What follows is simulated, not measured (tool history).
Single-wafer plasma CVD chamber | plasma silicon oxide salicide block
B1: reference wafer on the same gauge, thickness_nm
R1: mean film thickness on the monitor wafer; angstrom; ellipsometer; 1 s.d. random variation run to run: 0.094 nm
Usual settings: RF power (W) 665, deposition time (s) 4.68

Run 1, day 0.000: usual settings; B1 50.943. Result: R1 462.49 angstrom.
Run 2, day 2.362: usual settings; B1 50.858. Result: R1 463.00 angstrom.
Run 3, day 5.142: usual settings; B1 50.913. Result: R1 461.34 angstrom.
Run 4, day 6.254: usual settings but deposition time (s) 5.12; B1 50.947. Result: R1 506.45 angstrom.
Run 5, day 8.062: usual settings but deposition time (s) 5.12; B1 50.932. Result: R1 503.81 angstrom.
Run 6, day 9.492: usual settings but RF power (W) 620; B1 50.893. Result: R1 450.18 angstrom.
Run 7, day 11.375: usual settings but RF power (W) 620; B1 50.883. Result: R1 448.92 angstrom.
At day 11.904: RF generator calibrated.
Run 8, day 12.425: usual settings; B1 50.873. Result: R1 476.82 angstrom.
Run 9, day 14.904: usual settings but RF power (W) 715, deposition time (s) 5.16; B1 50.878. Result: R1 539.09 angstrom.
Run 10, day 16.654: usual settings but deposition time (s) 3.98; B1 50.899. Result: R1 404.18 angstrom.
At day 17.104: gauge calibrated.
Run 11, day 19.333: usual settings but deposition time (s) 5.12; B1 50.853. Result: R1 521.56 angstrom.
Run 12, day 20.517: usual settings; B1 50.882. Result: R1 475.68 angstrom.
At day 21.696: showerhead replaced.
Run 13, day 21.717: usual settings but RF power (W) 750, deposition time (s) 3.81; B1 50.908. Result: R1 404.68 angstrom.
Run 14, day 23.808: usual settings but RF power (W) 590, deposition time (s) 4.17; B1 50.974. Result: R1 403.14 angstrom.
Run 15, day 25.512: usual settings; B1 50.918. Result: R1 475.23 angstrom.
Run 16, day 27.325: usual settings but deposition time (s) 3.95; B1 50.897. Result: R1 400.43 angstrom.

Below are 4 alternative next runs, each starting from the tool's condition after run 16. Predict each:
Run A, day 27.342: usual settings; B1 ?. Result: R1 ?.
Run B, day 27.342: usual settings but RF power (W) 605, deposition time (s) 3.93; B1 ?. Result: R1 ?.
Run C, day 27.342: usual settings but RF power (W) 605; B1 ?. Result: R1 ?.
Run D, day 27.342: usual settings but RF power (W) 780, deposition time (s) 5.23; B1 ?. Result: R1 ?.

run      B1      R1
  A  50.879  475.06
  B  50.879  384.78
  C  50.879  458.22
  D  50.879  563.15
The same runs, with their run-to-run variation unchanged, on a tool lacking any hidden condition would have given:
run      R1
  A  479.41
  B  388.31
  C  462.41
  D  568.31
